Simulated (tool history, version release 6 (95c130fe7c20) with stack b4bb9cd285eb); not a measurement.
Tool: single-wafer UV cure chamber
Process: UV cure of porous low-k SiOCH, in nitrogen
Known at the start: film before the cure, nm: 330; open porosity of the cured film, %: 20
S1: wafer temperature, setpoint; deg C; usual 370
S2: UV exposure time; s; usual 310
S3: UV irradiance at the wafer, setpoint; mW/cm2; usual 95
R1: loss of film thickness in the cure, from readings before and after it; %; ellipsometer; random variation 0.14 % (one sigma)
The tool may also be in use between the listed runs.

run	hour	S1	S2	S3	R1
1	0	370	310	82	11.436
2	13.5	370	310	95	12.532
3	19.8	370	310	95	12.263
4	34.1	370	185	74	8.974
# hour 48.4: quartz window cleaned
5	48.9	370	185	74	8.911
6	57.8	370	310	95	12.277
7	71.3	370	310	95	11.956
8	77.3	370	310	95	11.872
9	87	361	310	118	13.043
10	97.6	370	310	95	12.081
11	109.2	370	310	95	12.32
12	125.5	370	310	95	12.022
13	133.1	370	310	95	12.365
14	146.4	370	310	95	12.101
15	160.1	370	310	95	12.265
16	172.2	370	310	95	12.169
17	190.1	370	310	95	12.115
18	207.4	370	310	95	12.186
19	223.1	370	310	95	12.214
# hour 244.4: UV bulbs replaced
20	248.3	370	310	95	12.111
21	257.3	370	310	95	12.3
22	274.2	370	310	95	12.216
23	287	370	310	95	11.942
24	302.4	370	185	74	8.916
25	313.4	370	495	123	15.386
# hour 325.3: quartz window cleaned
26	325.8	370	310	95	12.18
27	336.4	361	210	95	10.285
28	350.7	388	395	129	15.126
29	359.5	370	310	95	12.337
30	367	370	310	95	12.248
31	376.7	370	355	95	12.917
32	421.7	370	310	95	12.098
33	438	370	190	59	7.852
34	449.9	377	180	63	8.274
35	461.1	387	310	95	12.493
36	476	376	420	122	14.939
37	490.1	359	310	126	13.373
38	505.5	370	370	127	14.417
39	513.9	389	135	81	8.326
40	529.4	382	310	80	11.596
41	542.2	387	245	126	12.825
42	552.6	383	200	57	8.333
# hour 562.2: quartz window cleaned
43	569.9	386	490	74	13.795
44	576.6	385	190	58	8.076
45	592.5	370	310	95	12.168
46	601.6	370	310	111	12.866

3 ways to go on from here, each from the tool as it stands after run 46. What would each give?
A	602.1	370	310	116	?
B	602.1	378	310	117	?
C	602.1	386	145	79	?

run	R1
A	13.073
B	13.268
C	8.327
Without the tool's hidden state the same runs would have given:
run	R1
A	13.073
B	13.268
C	8.327
